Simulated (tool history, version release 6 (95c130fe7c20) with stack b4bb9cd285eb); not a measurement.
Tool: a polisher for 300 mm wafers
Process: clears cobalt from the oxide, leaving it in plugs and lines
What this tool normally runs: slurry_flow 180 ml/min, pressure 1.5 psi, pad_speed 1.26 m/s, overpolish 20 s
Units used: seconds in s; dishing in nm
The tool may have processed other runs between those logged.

run   hour  slurry_flow  pressure  pad_speed  overpolish  incoming thickness of the incoming film, nm  seconds  dishing
  1      0          145       1.5       1.26          20                                        217.7     40.8     50.6
  2    7.8          145       1.5       1.26          20                                        216.9     39.9     49.5
  3   18.2          200       1.8       1.26          20                                        219.1     33.4     53.9
  4   61.4          180       1.5       1.26          20                                        216.2     40.1     50.6
  5   72.8          180       1.5       1.26          20                                        220.8     40.8     50.4
  6   89.2          180       1.5       1.26          20                                        223.6     41.5     50.4
  7  106.8          180       1.4       1.26          20                                        220.4     43.7     48.8
  8    115          180       1.7       1.62          20                                        219.9       29       54
     119.6  -- slurry nozzle cleaned
  9  123.3          180       1.7       1.62          20                                        218.7     28.1     55.6
 10  137.8          180       1.7       1.62          20                                        219.2     29.4     54.9
     143.9  -- head pressure recalibrated
 11  144.7          180       1.2       1.06          26                                        220.7     65.8     48.3
     158.2  -- worn pad replaced by a new one
 12  160.9          235       1.5       1.26          20                                        222.2     38.2     50.9
 13  177.5          180       1.5        0.9          20                                        220.1     57.5     44.6
 14  190.6          130       1.5       1.26          25                                        220.3     42.7       54
 15  201.2          180       1.5       1.26          20                                        218.5     39.4     50.6
 16  213.8          180       1.3       1.46          20                                          221     41.1     49.3
 17  225.9          210       1.9       1.26          27                                        221.7     31.3     57.9
 18  233.8          180       1.5       1.64          32                                        224.4     31.9     58.7
 19  243.2          180       1.7       1.62          20                                        220.2     29.2     55.2
 20  254.4          150       1.5       1.26          27                                        216.7     41.5       54

Hidden state, per run?
slurry flow missing at the pad, %: 0 at every run
deviation of the head's pressure from its setpoint, %: 0 at every run
H1: removal rate lost through wear of the pad, %
run     H1
  1  0.216
  2  0.247
  3  0.383
  4    2.1
  5   2.86
  6   4.18
  7   5.89
  8    6.8
  9   7.78
 10   9.66
 11   10.6
 12   2.01
 13   2.19
 14   2.53
 15   2.92
 16   3.54
 17   4.28
 18   4.84
 19   5.59
 20    6.6
